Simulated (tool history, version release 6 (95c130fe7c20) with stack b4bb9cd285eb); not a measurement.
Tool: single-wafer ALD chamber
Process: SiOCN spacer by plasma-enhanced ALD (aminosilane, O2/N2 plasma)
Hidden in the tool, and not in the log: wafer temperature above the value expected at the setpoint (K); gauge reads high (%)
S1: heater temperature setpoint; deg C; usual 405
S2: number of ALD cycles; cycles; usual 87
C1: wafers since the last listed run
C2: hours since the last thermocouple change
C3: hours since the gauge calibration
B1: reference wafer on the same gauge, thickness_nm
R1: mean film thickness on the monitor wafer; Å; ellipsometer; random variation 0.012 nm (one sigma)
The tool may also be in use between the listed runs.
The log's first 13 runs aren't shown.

run 14 hour=168.5 | S1=405 S2=78 | C1=53 C2=2903.1 C3=394.5 | B1=5.568 | R1=52.86
run 15 hour=182.8 | S1=395 S2=87 | C1=59 C2=2917.4 C3=408.8 | B1=5.567 | R1=59.85
run 16 hour=198.5 | S1=402 S2=93 | C1=65 C2=2933.1 C3=424.5 | B1=5.571 | R1=63.68
run 17 hour=206.2 | S1=405 S2=87 | C1=32 C2=2940.8 C3=432.2 | B1=5.568 | R1=59.08
run 18 hour=218.1 | S1=405 S2=87 | C1=49 C2=2952.7 C3=444.1 | B1=5.566 | R1=59.19
-- hour=221.0 gauge calibrated
run 19 hour=233.1 | S1=393 S2=87 | C1=62 C2=2967.7 C3=12.1 | B1=5.568 | R1=60.04
-- hour=251.9 thermocouple changed; heater temperature recalibrated
run 20 hour=252.4 | S1=405 S2=87 | C1=47 C2=0.5 C3=31.4 | B1=5.571 | R1=59.07
run 21 hour=261.9 | S1=405 S2=87 | C1=39 C2=10.0 C3=40.9 | B1=5.568 | R1=59.07
run 22 hour=277.9 | S1=396 S2=102 | C1=66 C2=26.0 C3=56.9 | B1=5.571 | R1=70.32
run 23 hour=288.8 | S1=400 S2=71 | C1=45 C2=36.9 C3=67.8 | B1=5.570 | R1=48.93
run 24 hour=306.4 | S1=415 S2=83 | C1=73 C2=54.5 C3=85.4 | B1=5.570 | R1=54.93
run 25 hour=315.2 | S1=400 S2=70 | C1=36 C2=63.3 C3=94.2 | B1=5.569 | R1=48.24
run 26 hour=328.8 | S1=400 S2=87 | C1=56 C2=76.9 C3=107.8 | B1=5.566 | R1=59.78
run 27 hour=342.2 | S1=405 S2=87 | C1=55 C2=90.3 C3=121.2 | B1=5.574 | R1=59.06
run 28 hour=354.3 | S1=411 S2=102 | C1=50 C2=102.4 C3=133.3 | B1=5.570 | R1=68.19
run 29 hour=366.4 | S1=412 S2=97 | C1=50 C2=114.5 C3=145.4 | B1=5.572 | R1=64.80
run 30 hour=376.0 | S1=405 S2=87 | C1=39 C2=124.1 C3=155.0 | B1=5.571 | R1=59.13
run 31 hour=382.5 | S1=417 S2=99 | C1=27 C2=130.6 C3=161.5 | B1=5.570 | R1=64.96
run 32 hour=393.0 | S1=411 S2=72 | C1=43 C2=141.1 C3=172.0 | B1=5.567 | R1=48.22
run 33 hour=399.7 | S1=393 S2=93 | C1=27 C2=147.8 C3=178.7 | B1=5.568 | R1=64.22
run 34 hour=410.0 | S1=398 S2=82 | C1=42 C2=158.1 C3=189.0 | B1=5.569 | R1=56.63
run 35 hour=419.1 | S1=395 S2=87 | C1=37 C2=167.2 C3=198.1 | B1=5.573 | R1=59.77
run 36 hour=437.1 | S1=393 S2=97 | C1=74 C2=185.2 C3=216.1 | B1=5.569 | R1=66.71
run 37 hour=451.3 | S1=392 S2=102 | C1=59 C2=199.4 C3=230.3 | B1=5.571 | R1=70.21

3 ways to go on from here, each from the tool as it stands after run 37. What would each give?
run A hour=451.9 | S1=405 S2=87 | C1=2 C2=200.0 C3=230.9 | B1=? | R1=?
run B hour=451.9 | S1=410 S2=75 | C1=2 C2=200.0 C3=230.9 | B1=? | R1=?
run C hour=451.9 | S1=411 S2=94 | C1=2 C2=200.0 C3=230.9 | B1=? | R1=?

run=A B1=5.570 R1=59.23
run=B B1=5.570 R1=50.38
run=C B1=5.570 R1=62.97
Without the tool's hidden state the same runs would have given:
run=A R1=59.23
run=B R1=50.38
run=C R1=62.97

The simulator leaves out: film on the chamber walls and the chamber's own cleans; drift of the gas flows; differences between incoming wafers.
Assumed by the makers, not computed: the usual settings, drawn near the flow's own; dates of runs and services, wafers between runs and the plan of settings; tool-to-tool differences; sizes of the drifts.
